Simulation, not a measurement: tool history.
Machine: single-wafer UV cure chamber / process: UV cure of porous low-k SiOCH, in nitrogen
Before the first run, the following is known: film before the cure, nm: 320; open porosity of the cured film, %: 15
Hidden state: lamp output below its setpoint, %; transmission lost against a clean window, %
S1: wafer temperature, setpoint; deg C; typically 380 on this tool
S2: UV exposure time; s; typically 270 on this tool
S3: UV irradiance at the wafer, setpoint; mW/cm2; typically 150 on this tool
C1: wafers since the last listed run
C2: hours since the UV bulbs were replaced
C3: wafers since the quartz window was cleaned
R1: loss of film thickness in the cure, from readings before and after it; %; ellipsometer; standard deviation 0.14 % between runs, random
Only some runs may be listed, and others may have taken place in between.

run    hour   S1   S2   S3   C1      C2   C3      R1
  1     0.0  380  270  150    0  1594.6  857  10.650
       14.5  -- quartz window cleaned
  2    26.3  380  270  150   69  1620.9   45  11.416
  3    57.6  380  270  150  119  1652.2  164  10.917
  4    93.5  380  270  150  137  1688.1  301  10.795
  5   127.0  380  270  150  127  1721.6  429  10.675
  6   139.3  380  270  150   46  1733.9  476  10.666
  7   161.9  380  270  150   86  1756.5  563  10.523
  8   196.8  380  270  150  133  1791.4  696  10.677
      225.8  -- quartz window cleaned
  9   228.4  380  270  150   90  1823.0    9  11.226
 10   250.0  380  270  150   82  1844.6   92  11.158
 11   268.1  380  350  150   69  1862.7  161  12.446
 12   296.9  380  350  150  110  1891.5  271  11.836
 13   331.1  380  350  150  130  1925.7  402  11.873
 14   356.9  380  270  150   98  1951.5  500  10.785
 15   419.6  380  270  174  239  2014.2  740  11.045
 16   453.7  380  270  174  130  2048.3  870  10.941
 17   481.1  380  270  174  104  2075.7  974  11.039
      508.9  -- quartz window cleaned
 18   509.4  380  220  150   77  2104.0    1  10.770
 19   544.3  380  220  150  133  2138.9  135  10.503
      586.5  -- UV bulbs replaced
 20   587.0  380  220  150  132     0.5  267  10.206
 21   595.3  380  270  150   31     8.8  299  10.909
 22   620.6  380  270  150   96    34.1  396  10.772
 23   655.7  380  270  150  134    69.2  530  10.652
 24   674.5  397  415  182   71    88.0  601  13.517
 25   705.5  397  270  127  118   119.0  720  10.391
 26   728.8  394  270  163   88   142.3  809  11.389
      741.1  -- quartz window cleaned
 27   757.4  380  375  150   78   170.9   62  12.888
 28   772.9  398  400  150   59   186.4  121  13.060
 29   785.1  372  360  115   46   198.6  168  11.047
 30   804.7  361  270  150   74   218.2  243  10.642
 31   826.6  390  270  126   83   240.1  326  10.473
 32   845.9  380  365  150   73   259.4  400  11.961
 33   923.4  380  270  150  296   336.9  696  10.678
 34   954.4  390  270  136  118   367.9  814  10.435
      962.8  -- quartz window cleaned
 35   969.9  380  270  150   28   383.4   27  11.519
 36   982.4  375  270  138   47   395.9   74  10.680
 37  1006.2  380  270  122   90   419.7  165  10.401
 38  1037.5  398  400  150  119   451.0  285  12.771
 39  1071.5  380  220  150  129   485.0  415  10.141
 40  1084.9  360  270  150   51   498.4  466  10.417
 41  1120.0  380  270  150  134   533.5  600  10.703
 42  1141.3  367  420  150   81   554.8  681  12.175
 43  1166.0  366  390  182   94   579.5  776  12.732
 44  1179.0  372  180  133   49   592.5  825   8.708
 45  1198.3  373  400  127   73   611.8  899  11.320
     1212.3  -- quartz window cleaned
 46  1212.8  374  390  164   24   626.3    1  13.482
 47  1239.5  389  200  116  101   653.0  103   9.196

Across each entry between runs, compare the hidden state at the last listed run before it with the hidden state at the first listed run after it:
Runs 1 to 2: quartz window cleaned (hour 14.5)
  transmission lost against a clean window, %: 20.9 -> 6.98
  measured minus no-state result, R1: -0.953 -> -0.298 %
Runs 8 to 9: quartz window cleaned (hour 225.8)
  transmission lost against a clean window, %: 22.2 -> 4.85
  measured minus no-state result, R1: -1.024 -> -0.200 %
Runs 17 to 18: quartz window cleaned (hour 508.9)
  transmission lost against a clean window, %: 23.4 -> 0.273
  measured minus no-state result, R1: -1.083 -> -0.011 %
Runs 19 to 20: UV bulbs replaced (hour 586.5)
  transmission lost against a clean window, %: 7.14 -> 12.4
  measured minus no-state result, R1: -0.299 -> -0.529 %
Runs 26 to 27: quartz window cleaned (hour 741.1)
  transmission lost against a clean window, %: 18.8 -> 4.37
  measured minus no-state result, R1: -0.861 -> -0.188 %
Runs 34 to 35: quartz window cleaned (hour 962.8)
  transmission lost against a clean window, %: 19.3 -> 3.91
  measured minus no-state result, R1: -0.862 -> -0.164 %
Runs 45 to 46: quartz window cleaned (hour 1212.3)
  transmission lost against a clean window, %: 21.2 -> 1.02
  measured minus no-state result, R1: -0.969 -> -0.044 %

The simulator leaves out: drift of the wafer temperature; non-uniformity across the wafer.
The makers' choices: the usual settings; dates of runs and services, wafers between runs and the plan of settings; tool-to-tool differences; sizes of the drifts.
